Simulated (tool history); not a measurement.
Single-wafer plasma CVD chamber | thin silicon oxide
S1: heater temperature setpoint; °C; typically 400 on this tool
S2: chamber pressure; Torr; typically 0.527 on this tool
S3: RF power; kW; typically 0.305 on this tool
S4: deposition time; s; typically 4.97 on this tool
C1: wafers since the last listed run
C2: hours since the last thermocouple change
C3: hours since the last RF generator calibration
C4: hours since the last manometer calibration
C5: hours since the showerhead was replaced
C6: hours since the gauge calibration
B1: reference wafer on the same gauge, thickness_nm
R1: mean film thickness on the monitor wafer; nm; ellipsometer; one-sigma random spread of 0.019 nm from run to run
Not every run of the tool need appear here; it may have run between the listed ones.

run	day	S1	S2	S3	S4	C1	C2	C3	C4	C5	C6	B1	R1
1	0	400	0.56	0.305	4.97	0	1785.4	1303.3	1429.8	6200.2	20.4	5.931	6.27
2	0.454	400	0.56	0.305	4.97	416	1796.3	1314.2	1440.7	6211.1	31.3	5.929	6.285
3	0.95	400	0.527	0.305	4.97	454	1808.2	1326.1	1452.6	6223	43.2	5.925	5.896
4	1.571	400	0.527	0.305	4.97	568	1823.1	1341	1467.5	6237.9	58.1	5.931	5.865
5	1.971	400	0.527	0.305	4.97	366	1832.7	1350.6	1477.1	6247.5	67.7	5.94	5.891
6	2.312	400	0.527	0.305	4.97	313	1840.9	1358.8	1485.3	6255.7	75.9	5.927	5.874
7	2.979	400	0.527	0.305	4.97	610	1856.9	1374.8	1501.3	6271.7	91.9	5.93	5.882
8	3.667	400	0.527	0.305	4.97	629	1873.4	1391.3	1517.8	6288.2	108.4	5.929	5.873
9	4.058	400	0.527	0.305	4.97	358	1882.8	1400.7	1527.2	6297.6	117.8	5.935	5.83
# day 4.6: thermocouple changed; heater temperature recalibrated
10	4.621	400	0.527	0.305	4.97	209	0.5	1414.2	1540.7	6311.1	131.3	5.925	5.855
11	5.229	400	0.527	0.305	4.97	557	15.1	1428.8	1555.3	6325.7	145.9	5.925	5.852
12	5.833	400	0.527	0.285	4.97	553	29.6	1443.3	1569.8	6340.2	160.4	5.931	5.541
# day 6.254: gauge calibrated
# day 6.625: RF generator calibrated
13	6.646	400	0.527	0.305	4.97	439	49.1	0.5	1589.3	6359.7	9.4	5.929	6.096
14	6.854	400	0.456	0.365	5.87	190	54.1	5.5	1594.3	6364.7	14.4	5.928	6.941
# day 7.192: capacitance manometer re-zeroed and calibrated
# day 7.738: showerhead replaced, of another model than before
15	7.758	400	0.527	0.32	5.62	217	75.8	27.2	13.6	0.5	36.1	5.932	7.046
16	8.458	414	0.396	0.33	4.97	641	92.6	44	30.4	17.3	52.9	5.929	5.372
17	8.721	413	0.527	0.365	4.97	240	98.9	50.3	36.7	23.6	59.2	5.93	6.423
18	10.662	404	0.423	0.325	4.43	1779	145.5	96.9	83.3	70.2	105.8	5.931	4.946
19	10.933	400	0.527	0.305	4.97	248	152	103.4	89.8	76.7	112.3	5.937	6.122
20	11.421	400	0.527	0.305	4.97	446	163.7	115.1	101.5	88.4	124	5.926	6.107
21	11.783	412	0.415	0.345	4.97	332	172.4	123.8	110.2	97.1	132.7	5.938	5.632
22	12.312	392	0.57	0.265	4.97	484	185.1	136.5	122.9	109.8	145.4	5.93	6.12
23	12.675	387	0.527	0.305	5.67	332	193.8	145.2	131.6	118.5	154.1	5.934	7.036
24	13.008	400	0.527	0.305	4.97	305	201.8	153.2	139.6	126.5	162.1	5.929	6.089

Alternative continuations, all from the tool just after run 24; predict every row:
A	13.025	400	0.527	0.305	4.97	15	202.2	153.6	140	126.9	162.5	?	?
B	13.025	400	0.431	0.305	4.97	15	202.2	153.6	140	126.9	162.5	?	?
C	13.025	388	0.442	0.305	4.97	15	202.2	153.6	140	126.9	162.5	?	?

run	B1	R1
A	5.931	6.119
B	5.931	5.533
C	5.931	5.65
The same runs, with their run-to-run variation unchanged, on a tool lacking any hidden condition would have given:
run	R1
A	6.143
B	5.555
C	5.673
